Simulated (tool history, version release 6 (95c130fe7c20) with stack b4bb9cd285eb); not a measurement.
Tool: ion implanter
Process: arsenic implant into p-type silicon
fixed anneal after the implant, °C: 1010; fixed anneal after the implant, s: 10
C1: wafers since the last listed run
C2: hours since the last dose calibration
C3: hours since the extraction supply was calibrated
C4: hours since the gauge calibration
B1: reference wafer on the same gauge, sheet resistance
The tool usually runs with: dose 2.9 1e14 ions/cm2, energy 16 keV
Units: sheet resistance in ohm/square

run 1 hour=0 | dose=2.9 energy=16 | C1=0 C2=1427.7 C3=2918.1 C4=104.3 | B1=320.93 | sheet_resistance=296.19
run 2 hour=8.2 | dose=2.9 energy=17 | C1=109 C2=1435.9 C3=2926.3 C4=112.5 | B1=321.09 | sheet_resistance=294.03
run 3 hour=15.6 | dose=3.3 energy=14.5 | C1=98 C2=1443.3 C3=2933.7 C4=119.9 | B1=320.96 | sheet_resistance=271.87
run 4 hour=27.1 | dose=2.9 energy=16 | C1=153 C2=1454.8 C3=2945.2 C4=131.4 | B1=321.01 | sheet_resistance=297.01
run 5 hour=43.4 | dose=2.9 energy=16 | C1=217 C2=1471.1 C3=2961.5 C4=147.7 | B1=321.01 | sheet_resistance=296.77
-- hour=81.1 gauge calibrated
run 6 hour=84.3 | dose=2.9 energy=16 | C1=544 C2=1512 C3=3002.4 C4=3.2 | B1=321.04 | sheet_resistance=296.11
run 7 hour=92.8 | dose=2.9 energy=16 | C1=113 C2=1520.5 C3=3010.9 C4=11.7 | B1=321.03 | sheet_resistance=296.08
-- hour=104.5 extraction supply calibrated
run 8 hour=105 | dose=2.9 energy=16 | C1=55 C2=1532.7 C3=0.5 C4=23.9 | B1=321.03 | sheet_resistance=296.62
run 9 hour=110.9 | dose=2.9 energy=16 | C1=78 C2=1538.6 C3=6.4 C4=29.8 | B1=321.04 | sheet_resistance=296.1
run 10 hour=120.4 | dose=2.9 energy=16 | C1=126 C2=1548.1 C3=15.9 C4=39.3 | B1=320.95 | sheet_resistance=295.69
run 11 hour=133.9 | dose=2.9 energy=16 | C1=179 C2=1561.6 C3=29.4 C4=52.8 | B1=320.97 | sheet_resistance=295.25
run 12 hour=144.9 | dose=2.12 energy=14 | C1=146 C2=1572.6 C3=40.4 C4=63.8 | B1=320.94 | sheet_resistance=379.4
run 13 hour=152 | dose=2.3 energy=20.5 | C1=94 C2=1579.7 C3=47.5 C4=70.9 | B1=321.06 | sheet_resistance=340.54
-- hour=164.8 Faraday cup replaced and dose calibrated
run 14 hour=165.5 | dose=3.47 energy=17.5 | C1=73 C2=0.7 C3=61 C4=84.4 | B1=321.04 | sheet_resistance=263.84
run 15 hour=180.2 | dose=2.9 energy=16 | C1=195 C2=15.4 C3=75.7 C4=99.1 | B1=321.06 | sheet_resistance=304.76
run 16 hour=186.7 | dose=3.77 energy=12 | C1=86 C2=21.9 C3=82.2 C4=105.6 | B1=320.94 | sheet_resistance=259.55
run 17 hour=201.4 | dose=2.51 energy=20 | C1=195 C2=36.6 C3=96.9 C4=120.3 | B1=320.93 | sheet_resistance=330.14
run 18 hour=217.4 | dose=3.19 energy=13 | C1=213 C2=52.6 C3=112.9 C4=136.3 | B1=320.91 | sheet_resistance=290.8
run 19 hour=233.4 | dose=3.19 energy=18.5 | C1=213 C2=68.6 C3=128.9 C4=152.3 | B1=320.95 | sheet_resistance=277.82
run 20 hour=244.1 | dose=2.9 energy=16 | C1=142 C2=79.3 C3=139.6 C4=163 | B1=321.04 | sheet_resistance=304.39
run 21 hour=252.3 | dose=2.2 energy=19 | C1=109 C2=87.5 C3=147.8 C4=171.2 | B1=321 | sheet_resistance=365.62

Forecast each of these 4 alternatives for the next run:
run A hour=252.7 | dose=3.63 energy=16 | C1=5 C2=87.9 C3=148.2 C4=171.6 | B1=? | sheet_resistance=?
run B hour=252.7 | dose=3.22 energy=12.5 | C1=5 C2=87.9 C3=148.2 C4=171.6 | B1=? | sheet_resistance=?
run C hour=252.7 | dose=3.49 energy=18.5 | C1=5 C2=87.9 C3=148.2 C4=171.6 | B1=? | sheet_resistance=?
run D hour=252.7 | dose=3.42 energy=10.5 | C1=5 C2=87.9 C3=148.2 C4=171.6 | B1=? | sheet_resistance=?

run=A B1=321.06 sheet_resistance=257.16
run=B B1=321.06 sheet_resistance=289.51
run=C B1=321.06 sheet_resistance=259.93
run=D B1=321.06 sheet_resistance=282.26
With no hidden state in the tool, these same runs would have given:
run=A sheet_resistance=258.09
run=B sheet_resistance=290.57
run=C sheet_resistance=260.87
run=D sheet_resistance=283.29
